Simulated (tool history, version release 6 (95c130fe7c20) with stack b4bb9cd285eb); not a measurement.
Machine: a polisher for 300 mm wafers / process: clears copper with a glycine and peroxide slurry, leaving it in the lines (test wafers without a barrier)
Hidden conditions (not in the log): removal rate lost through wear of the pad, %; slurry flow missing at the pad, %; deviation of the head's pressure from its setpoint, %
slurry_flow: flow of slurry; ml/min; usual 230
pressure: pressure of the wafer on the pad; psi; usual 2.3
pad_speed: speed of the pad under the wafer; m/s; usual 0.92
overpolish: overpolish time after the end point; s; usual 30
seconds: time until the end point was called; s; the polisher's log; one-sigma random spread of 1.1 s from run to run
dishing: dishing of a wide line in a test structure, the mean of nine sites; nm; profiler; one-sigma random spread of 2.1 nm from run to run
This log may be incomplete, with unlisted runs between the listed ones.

run	hour	slurry_flow	pressure	pad_speed	overpolish	wafers since the last listed run	wafers polished on this pad	hours since the slurry nozzle was cleaned	hours since the head pressure was calibrated	incoming thickness of the incoming film, nm	seconds	dishing
1	0.0	230	1.7	0.92	30	0	1396	211.2	580.5	369.8	98.2	72.4
2	26.0	230	1.7	0.92	30	272	1668	237.2	606.5	367.9	98.0	76.7
3	55.0	230	1.7	0.92	30	303	1972	266.2	635.5	372.9	98.7	75.5
# hour 59.1: worn pad replaced by a new one
4	81.5	280	2.3	0.92	30	235	235	292.7	662.0	374.2	79.7	90.9
5	106.6	280	2.3	0.92	30	262	498	317.8	687.1	367.6	80.3	88.6
6	123.3	230	2.3	0.92	30	174	672	334.5	703.8	366.3	82.0	84.3
7	137.7	230	2.3	0.92	30	150	823	348.9	718.2	363.1	82.3	87.9
8	165.2	230	2.3	0.92	30	288	1111	376.4	745.7	368.1	85.0	84.1
9	196.4	230	2.3	0.92	30	326	1438	407.6	776.9	373.4	88.2	81.2
# hour 202.7: slurry nozzle cleaned
10	217.1	230	2.3	0.92	30	206	1645	14.4	797.6	369.5	85.5	82.6
11	249.0	230	2.3	0.92	30	334	1979	46.3	829.5	367.4	87.1	81.1
# hour 259.2: worn pad replaced by a new one, of another model than before
12	273.3	230	2.3	0.92	25	212	147	70.6	853.8	367.3	78.7	76.9
13	293.9	230	2.3	0.92	25	215	363	91.2	874.4	365.2	80.8	75.3
14	311.4	230	2.7	0.92	30	183	546	108.7	891.9	370.2	79.3	90.1
15	324.9	230	2.6	0.92	30	141	688	122.2	905.4	369.1	81.9	85.5
16	402.1	295	2.3	0.82	30	808	1496	199.4	982.6	371.5	95.5	78.6
# hour 414.5: worn pad replaced by a new one
17	427.2	230	2.3	1.14	30	221	133	224.5	1007.7	365.1	67.1	96.1
18	455.3	180	2.3	1.18	18	294	427	252.6	1035.8	372.9	70.5	67.2
19	480.7	230	2.3	1.20	35	266	693	278.0	1061.2	372.2	71.6	104.5
20	503.0	190	2.3	0.66	46	233	927	300.3	1083.5	375.8	112.0	93.1
21	523.0	230	2.9	0.92	30	209	1136	320.3	1103.5	370.4	80.9	86.8
# hour 542.6: head pressure recalibrated
22	545.4	185	1.6	0.92	30	213	1350	342.7	2.8	366.1	98.0	74.8
23	563.3	230	2.3	0.70	30	187	1538	360.6	20.7	367.0	105.7	74.7
# hour 574.9: worn pad replaced by a new one
24	659.4	275	2.3	0.92	47	964	884	456.7	116.8	375.3	84.5	112.3
# hour 662.8: slurry nozzle cleaned
25	686.6	230	2.3	0.92	30	274	1159	23.8	144.0	369.0	85.3	81.9
26	720.2	150	2.0	0.92	30	352	1511	57.4	177.6	370.6	89.2	76.7
27	740.6	170	2.3	0.92	30	213	1725	77.8	198.0	373.5	88.0	80.6
28	763.5	230	2.3	0.92	30	239	1965	100.7	220.9	362.8	87.0	83.9
# hour 771.1: worn pad replaced by a new one
29	811.0	230	2.3	0.92	41	455	418	148.2	268.4	374.6	81.5	105.4
30	853.4	260	2.5	1.02	24	444	862	190.6	310.8	369.9	77.1	77.7
31	882.5	230	2.3	0.92	30	304	1167	219.7	339.9	370.7	84.0	82.2

4 ways to go on from here, each from the tool as it stands after run 31. What would each give?
A	882.9	230	2.5	0.92	30	4	1171	220.1	340.3	374.7	?	?
B	882.9	230	2.9	0.92	14	4	1171	220.1	340.3	374.7	?	?
C	882.9	265	1.6	1.16	22	4	1171	220.1	340.3	374.7	?	?
D	882.9	230	2.3	0.78	30	4	1171	220.1	340.3	374.7	?	?

run	seconds	dishing
A	83.1	83.0
B	79.7	47.2
C	76.4	69.0
D	95.6	75.3
What these runs would have given with no unlogged condition in the tool:
run	seconds	dishing
A	73.5	90.3
B	70.5	52.3
C	67.6	75.5
D	84.6	82.4
